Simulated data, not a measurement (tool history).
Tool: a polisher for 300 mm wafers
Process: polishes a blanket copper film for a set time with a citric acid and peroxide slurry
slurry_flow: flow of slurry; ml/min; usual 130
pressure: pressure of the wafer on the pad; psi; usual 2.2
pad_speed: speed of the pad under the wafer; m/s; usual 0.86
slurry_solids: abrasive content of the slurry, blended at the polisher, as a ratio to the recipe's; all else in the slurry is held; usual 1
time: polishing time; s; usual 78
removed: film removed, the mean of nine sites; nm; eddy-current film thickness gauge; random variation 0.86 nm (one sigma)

run    hour  slurry_flow  pressure  pad_speed  slurry_solids  time  wafers since the last listed run  wafers polished on this pad  hours since the slurry nozzle was cleaned  hours since the head pressure was calibrated  hours since the slurry blender was calibrated  incoming thickness of the incoming film, nm  removed
  1       0          130       2.2       0.74            0.9    78                                 0                            4                                      219.4                                        1008.7                                          494.8                                        856.1     85.6
       44.5  -- slurry blender recalibrated
  2    62.1          130       2.7       0.86              1    78                               503                          507                                      281.5                                        1070.8                                           17.6                                        855.2    128.1
  3    90.1          130       2.7       0.86              1    78                               234                          742                                      309.5                                        1098.8                                           45.6                                        834.5    125.7
  4   139.5          130       2.7       0.86              1    78                               413                         1156                                      358.9                                        1148.2                                             95                                        865.3    126.6
      171.1  -- head pressure recalibrated
      274.8  -- slurry nozzle cleaned
  5   307.1          100       2.2       0.86              1    78                              1379                         2535                                       32.3                                           136                                          262.6                                        851.5     90.9
  6   372.7          100       2.2       0.86              1    78                               549                         3085                                       97.9                                         201.6                                          328.2                                        848.4       91
  7   436.9          100       2.2       0.86              1    78                               537                         3623                                      162.1                                         265.8                                          392.4                                        851.5     90.1
      534.5  -- worn pad replaced by a new one
  8   605.4          110       1.9       0.86              1    97                              1378                          594                                      330.6                                         434.3                                          560.9                                        846.8    101.3
  9   635.9          130       2.2       0.86              1    89                               255                          850                                      361.1                                         464.8                                          591.4                                        847.5    112.2
      664.3  -- slurry blender recalibrated
 10   694.6          130       2.4       0.86              1    78                               475                         1325                                      419.8                                         523.5                                           30.3                                        848.9    107.5
 11   759.2          115       2.4       0.86            1.2    99                               541                         1866                                      484.4                                         588.1                                           94.9                                        837.3    140.2
 12     794          130       2.2       0.86            1.2    94                               291                         2158                                      519.2                                         622.9                                          129.7                                        852.5    129.4
      807.1  -- slurry nozzle cleaned
 13   856.5          130       2.2       0.66              1    78                               515                         2673                                       49.4                                         685.4                                          192.2                                        862.5       80
 14     891          130       2.7       0.86           1.15    78                               289                         2962                                       83.9                                         719.9                                          226.7                                        843.7    126.4
 15   959.4          145       2.2       0.68              1    78                               573                         3535                                      152.3                                         788.3                                          295.1                                        835.2     82.7
 16  1010.7          130       2.2       0.86            0.9    63                               429                         3965                                      203.6                                         839.6                                          346.4                                        851.4     80.8
 17  1068.8          165       2.2       0.86              1    94                               486                         4452                                      261.7                                         897.7                                          404.5                                        859.8    128.8
     1129.7  -- worn pad replaced by a new one
     1168.5  -- slurry blender recalibrated
 18  1184.1          130       2.2       0.86              1    53                               915                          438                                        377                                          1013                                           15.6                                        840.8     70.6
 19  1225.9          130       2.2       0.86              1    78                               350                          789                                      418.8                                        1054.8                                           57.4                                        856.1    105.6
 20  1287.5          150       2.2       0.64           1.15    78                               516                         1305                                      480.4                                        1116.4                                            119                                        855.5     83.5
     1313.2  -- slurry nozzle cleaned
 21  1331.5          130       2.2       0.86              1    78                               360                         1665                                       18.3                                        1160.4                                            163                                        860.8    105.4
     1346.7  -- head pressure recalibrated
 22  1362.5          115       2.4       0.86            1.2    99                               242                         1908                                       49.3                                          15.8                                            194                                        852.8    131.7
 23  1421.3          130       2.9       0.66           0.75    78                               492                         2401                                      108.1                                          74.6                                          252.8                                          833     90.2
 24    1462          130       2.2       0.86              1    78                               341                         2742                                      148.8                                         115.3                                          293.5                                        844.9     97.4
 25    1627          130       2.2       0.86              1    78                              1382                         4124                                      313.8                                         280.3                                          458.5                                        859.3     98.2
 26  1675.1          130       2.2       0.62              1    78                               403                         4527                                      361.9                                         328.4                                          506.6                                        863.7     71.8
 27  1715.4          130       2.2       0.86              1    78                               337                         4865                                      402.2                                         368.7                                          546.9                                        840.7     99.7
     1733.9  -- slurry blender recalibrated
     1741.6  -- worn pad replaced by a new one
 28  1764.8          105       2.2       0.68           1.15   100                               363                          194                                      451.6                                         418.1                                           30.9                                        843.1     99.2
 29  1806.7          130       2.2       0.86              1    95                               351                          545                                      493.5                                           460                                           72.8                                        837.3    120.4
 30  1848.6          130       2.2       0.86              1    78                               351                          896                                      535.4                                         501.9                                          114.7                                        851.6       98
     1878.2  -- slurry nozzle cleaned
 31  1911.2          115       1.8       0.72              1    66                               516                         1413                                         33                                         564.5                                          177.3                                        838.4       57

The same runs without the tool's hidden state, with the same run-to-run variation:
The hidden state here: removal rate lost through wear of the pad, %; slurry flow missing at the pad, %; deviation of the head's pressure from its setpoint, %; abrasive missing from the slurry, %.
run  removed
  1       78
  2      116
  3    113.6
  4    113.9
  5       89
  6     88.6
  7     87.2
  8     96.7
  9    106.8
 10    101.8
 11    132.1
 12    121.6
 13     74.8
 14    117.7
 15     76.7
 16     74.6
 17    118.3
 18     64.2
 19     95.7
 20     75.4
 21     94.8
 22    130.5
 23     88.9
 24     95.6
 25       95
 26     69.3
 27     95.8
 28     94.9
 29    114.8
 30     93.1
 31     53.9
